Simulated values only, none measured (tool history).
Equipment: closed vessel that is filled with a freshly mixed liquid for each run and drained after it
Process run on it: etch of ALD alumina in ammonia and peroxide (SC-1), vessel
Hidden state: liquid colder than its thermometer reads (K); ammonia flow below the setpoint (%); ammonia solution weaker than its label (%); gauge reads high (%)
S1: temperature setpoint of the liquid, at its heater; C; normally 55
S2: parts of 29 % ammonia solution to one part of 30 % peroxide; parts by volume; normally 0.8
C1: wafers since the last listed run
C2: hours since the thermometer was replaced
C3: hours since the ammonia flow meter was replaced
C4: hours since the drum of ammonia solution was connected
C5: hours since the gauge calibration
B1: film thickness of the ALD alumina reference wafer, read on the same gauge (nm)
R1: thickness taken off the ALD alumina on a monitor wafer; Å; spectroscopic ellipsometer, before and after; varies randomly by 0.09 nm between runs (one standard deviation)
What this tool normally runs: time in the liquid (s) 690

Run 1, hour 0: usual settings; C1 0; C2 2820.1; C3 842; C4 801.6; C5 46.9; B1 39.97. Result: R1 417.8 Å.
Run 2, hour 34.9: usual settings; C1 1809; C2 2855; C3 876.9; C4 836.5; C5 81.8; B1 40.01. Result: R1 416.8 Å.
Run 3, hour 70.9: usual settings; C1 1866; C2 2891; C3 912.9; C4 872.5; C5 117.8; B1 40.04. Result: R1 416.8 Å.
Run 4, hour 95.9: usual settings but S2 0.7 parts by volume, time in the liquid (s) 365; C1 1296; C2 2916; C3 937.9; C4 897.5; C5 142.8; B1 40.03. Result: R1 217.9 Å.
Run 5, hour 120.3: usual settings but S2 0.7 parts by volume, time in the liquid (s) 365; C1 1265; C2 2940.4; C3 962.3; C4 921.9; C5 167.2; B1 40.03. Result: R1 217.4 Å.
At hour 153.9: thermometer replaced.
Run 6, hour 156: usual settings but S1 48 C, S2 0.6 parts by volume; C1 1799; C2 2.1; C3 998; C4 957.6; C5 202.9; B1 40.02. Result: R1 297.9 Å.
At hour 164.4: gauge calibrated.
Run 7, hour 176.7: usual settings but S1 48 C, S2 0.6 parts by volume; C1 1073; C2 22.8; C3 1018.7; C4 978.3; C5 12.3; B1 39.98. Result: R1 298.5 Å.
At hour 196.2: ammonia flow meter replaced.
Run 8, hour 248.1: usual settings but S1 48 C, S2 0.6 parts by volume; C1 3650; C2 94.2; C3 51.9; C4 1049.7; C5 83.7; B1 40.01. Result: R1 297.1 Å.
Run 9, hour 271.4: usual settings but S1 62 C, S2 0.5 parts by volume, time in the liquid (s) 360; C1 1208; C2 117.5; C3 75.2; C4 1073; C5 107; B1 40.02. Result: R1 322.5 Å.
At hour 285.2: new drum of ammonia solution connected.
Run 10, hour 285.7: usual settings; C1 689; C2 131.8; C3 89.5; C4 0.5; C5 121.3; B1 40.06. Result: R1 448.3 Å.
Run 11, hour 303.8: usual settings; C1 938; C2 149.9; C3 107.6; C4 18.6; C5 139.4; B1 40.01. Result: R1 449 Å.
Run 12, hour 328.6: usual settings but S1 46 C, S2 1.1 parts by volume, time in the liquid (s) 1050; C1 1285; C2 174.7; C3 132.4; C4 43.4; C5 164.2; B1 39.97. Result: R1 427.7 Å.
Run 13, hour 342.1: usual settings but S2 1.1 parts by volume, time in the liquid (s) 1105; C1 699; C2 188.2; C3 145.9; C4 56.9; C5 177.7; B1 40.01. Result: R1 736.2 Å.
Run 14, hour 370.9: usual settings but S1 47.5 C, S2 0.95 parts by volume, time in the liquid (s) 360; C1 1493; C2 217; C3 174.7; C4 85.7; C5 206.5; B1 39.97. Result: R1 157.8 Å.
Run 15, hour 399.5: usual settings but S1 51 C, S2 0.45 parts by volume, time in the liquid (s) 545; C1 1482; C2 245.6; C3 203.3; C4 114.3; C5 235.1; B1 40.03. Result: R1 269.2 Å.
At hour 414.7: gauge calibrated.
Run 16, hour 421.5: usual settings but S1 45 C, S2 0.95 parts by volume, time in the liquid (s) 1040; C1 1140; C2 267.6; C3 225.3; C4 136.3; C5 6.8; B1 39.98. Result: R1 393.5 Å.

Alternative continuations, all from the tool just after run 16; predict every row:
Run A, hour 422.3: usual settings; C1 41; C2 268.4; C3 226.1; C4 137.1; C5 7.6; B1 ?. Result: R1 ?.
Run B, hour 422.3: usual settings but S1 59 C, S2 0.4 parts by volume, time in the liquid (s) 970; C1 41; C2 268.4; C3 226.1; C4 137.1; C5 7.6; B1 ?. Result: R1 ?.
Run C, hour 422.3: usual settings but S1 62 C, S2 1.1 parts by volume, time in the liquid (s) 935; C1 41; C2 268.4; C3 226.1; C4 137.1; C5 7.6; B1 ?. Result: R1 ?.
Run D, hour 422.3: usual settings but S1 62.5 C, S2 0.6 parts by volume, time in the liquid (s) 1015; C1 41; C2 268.4; C3 226.1; C4 137.1; C5 7.6; B1 ?. Result: R1 ?.
Run E, hour 422.3: usual settings but S1 49 C, time in the liquid (s) 905; C1 41; C2 268.4; C3 226.1; C4 137.1; C5 7.6; B1 ?. Result: R1 ?.

run  B1     R1
  A  40  448.4
  B  40  728.1
  C  40  900.4
  D  40  946.7
  E  40  424.6
What these runs would have given with no unlogged condition in the tool:
run     R1
  A  451.9
  B  733.7
  C  907.3
  D  953.9
  E  428.1

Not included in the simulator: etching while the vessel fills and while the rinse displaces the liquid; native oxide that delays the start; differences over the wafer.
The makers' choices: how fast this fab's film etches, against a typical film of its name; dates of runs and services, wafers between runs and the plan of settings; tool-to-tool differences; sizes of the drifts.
